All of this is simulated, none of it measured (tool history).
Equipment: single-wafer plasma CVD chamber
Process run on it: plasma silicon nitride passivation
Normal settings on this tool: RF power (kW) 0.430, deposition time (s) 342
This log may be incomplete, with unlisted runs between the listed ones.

run,day,RF power (kW),deposition time (s),"read-back reference wafer on the same gauge, thickness_nm",mean film thickness on the monitor wafer (angstrom)
1,0.000,0.430,342,476.926,5046.31
2,0.554,0.430,342,477.018,5045.60
3,1.062,0.430,342,477.181,5034.86
4,1.583,0.480,342,476.809,5258.53
5,2.262,0.480,342,477.016,5244.75
6,2.825,0.480,342,477.022,5253.26
7,3.288,0.470,342,477.084,5212.26
8,3.729,0.430,342,477.108,5046.41
9,4.267,0.430,342,476.935,5040.15
10,4.842,0.430,342,476.904,5048.51
11,5.154,0.430,376,477.001,5554.08
12,5.888,0.400,342,477.072,4911.11
# day 7.004: RF generator calibrated
13,7.329,0.400,316,476.878,4680.51
14,7.971,0.430,342,477.052,5199.81
15,8.575,0.345,394,476.921,5494.90
# day 8.612: gauge calibrated
16,9.288,0.390,395,477.020,5792.92
# day 9.912: showerhead replaced
17,9.933,0.430,342,476.986,5191.35
18,10.325,0.350,319,477.048,4479.33
19,11.058,0.355,287,477.061,4046.84
20,11.508,0.385,279,477.045,4053.63
21,12.104,0.485,320,477.025,5060.17
22,13.142,0.430,378,476.777,5730.12
23,13.521,0.490,324,477.054,5139.41
24,14.238,0.360,381,476.993,5381.19

Each row is a separate what-if for the run after 24, all from the same tool condition, not one after another. Results?
A,14.258,0.505,342,?,?
B,14.258,0.360,375,?,?
C,14.258,0.515,383,?,?
D,14.258,0.390,383,?,?
E,14.258,0.430,363,?,?

run,"read-back reference wafer on the same gauge, thickness_nm",mean film thickness on the monitor wafer (angstrom)
A,477.034,5485.01
B,477.034,5302.04
C,477.034,6185.81
D,477.034,5584.40
E,477.034,5490.46
With no hidden state in the tool, these same runs would have given:
run,mean film thickness on the monitor wafer (angstrom)
A,5527.45
B,5343.07
C,6233.67
D,5627.61
E,5532.94
